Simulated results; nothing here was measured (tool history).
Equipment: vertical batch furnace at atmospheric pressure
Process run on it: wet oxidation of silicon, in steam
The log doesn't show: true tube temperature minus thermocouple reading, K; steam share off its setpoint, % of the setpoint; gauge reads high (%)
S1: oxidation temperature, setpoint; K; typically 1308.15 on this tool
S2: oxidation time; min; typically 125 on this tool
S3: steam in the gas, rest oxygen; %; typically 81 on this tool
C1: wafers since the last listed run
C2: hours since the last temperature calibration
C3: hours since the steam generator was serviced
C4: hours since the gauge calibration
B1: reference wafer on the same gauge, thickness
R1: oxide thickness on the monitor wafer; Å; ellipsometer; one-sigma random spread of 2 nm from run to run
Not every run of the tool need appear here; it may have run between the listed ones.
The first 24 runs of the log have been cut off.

{"run": 25, "hour": 1924.4, "S1": 1286.15, "S2": 125, "S3": 72, "C1": 617, "C2": 738.1, "C3": 989.3, "C4": 676.6, "B1": 629.33, "R1": 5853.7}
{"run": 26, "hour": 1989.0, "S1": 1308.15, "S2": 125, "S3": 69, "C1": 599, "C2": 802.7, "C3": 1053.9, "C4": 741.2, "B1": 630.03, "R1": 6263.6}
{"run": 27, "hour": 2075.8, "S1": 1308.15, "S2": 104.5, "S3": 77, "C1": 805, "C2": 889.5, "C3": 1140.7, "C4": 828, "B1": 630.35, "R1": 6010.3}
{"run": 28, "hour": 2169.6, "S1": 1284.15, "S2": 83, "S3": 87, "C1": 870, "C2": 983.3, "C3": 1234.5, "C4": 921.8, "B1": 629.76, "R1": 5059.3}
{"run": 29, "hour": 2264.1, "S1": 1315.15, "S2": 125, "S3": 81, "C1": 877, "C2": 1077.8, "C3": 1329, "C4": 1016.3, "B1": 630.4, "R1": 7072}
{"run": 30, "hour": 2360.0, "S1": 1301.15, "S2": 63.5, "S3": 81, "C1": 890, "C2": 1173.7, "C3": 1424.9, "C4": 1112.2, "B1": 629.82, "R1": 4506.6}
{"run": 31, "hour": 2458.7, "S1": 1308.15, "S2": 150, "S3": 81, "C1": 916, "C2": 1272.4, "C3": 1523.6, "C4": 1210.9, "B1": 630.4, "R1": 7538.4}
{"run": 32, "hour": 2522.6, "S1": 1308.15, "S2": 125, "S3": 81, "C1": 593, "C2": 1336.3, "C3": 1587.5, "C4": 1274.8, "B1": 630.37, "R1": 6830.2}

5 ways to go on from here, each from the tool as it stands after run 32. What would each give?
{"run": "A", "hour": 2527.8, "S1": 1308.15, "S2": 156, "S3": 81, "C1": 48, "C2": 1341.5, "C3": 1592.7, "C4": 1280, "B1": "?", "R1": "?"}
{"run": "B", "hour": 2527.8, "S1": 1308.15, "S2": 85.5, "S3": 70, "C1": 48, "C2": 1341.5, "C3": 1592.7, "C4": 1280, "B1": "?", "R1": "?"}
{"run": "C", "hour": 2527.8, "S1": 1308.15, "S2": 125, "S3": 90, "C1": 48, "C2": 1341.5, "C3": 1592.7, "C4": 1280, "B1": "?", "R1": "?"}
{"run": "D", "hour": 2527.8, "S1": 1308.15, "S2": 125, "S3": 78, "C1": 48, "C2": 1341.5, "C3": 1592.7, "C4": 1280, "B1": "?", "R1": "?"}
{"run": "E", "hour": 2527.8, "S1": 1308.15, "S2": 89, "S3": 81, "C1": 48, "C2": 1341.5, "C3": 1592.7, "C4": 1280, "B1": "?", "R1": "?"}

run=A B1=630.26 R1=7724.3
run=B B1=630.26 R1=5077.6
run=C B1=630.26 R1=7244.2
run=D B1=630.26 R1=6690.4
run=E B1=630.26 R1=5645.8
Without the tool's unlogged condition, the same runs would have read:
run=A R1=7774.4
run=B R1=5106.3
run=C R1=7290.4
run=D R1=6732.1
run=E R1=5679.1

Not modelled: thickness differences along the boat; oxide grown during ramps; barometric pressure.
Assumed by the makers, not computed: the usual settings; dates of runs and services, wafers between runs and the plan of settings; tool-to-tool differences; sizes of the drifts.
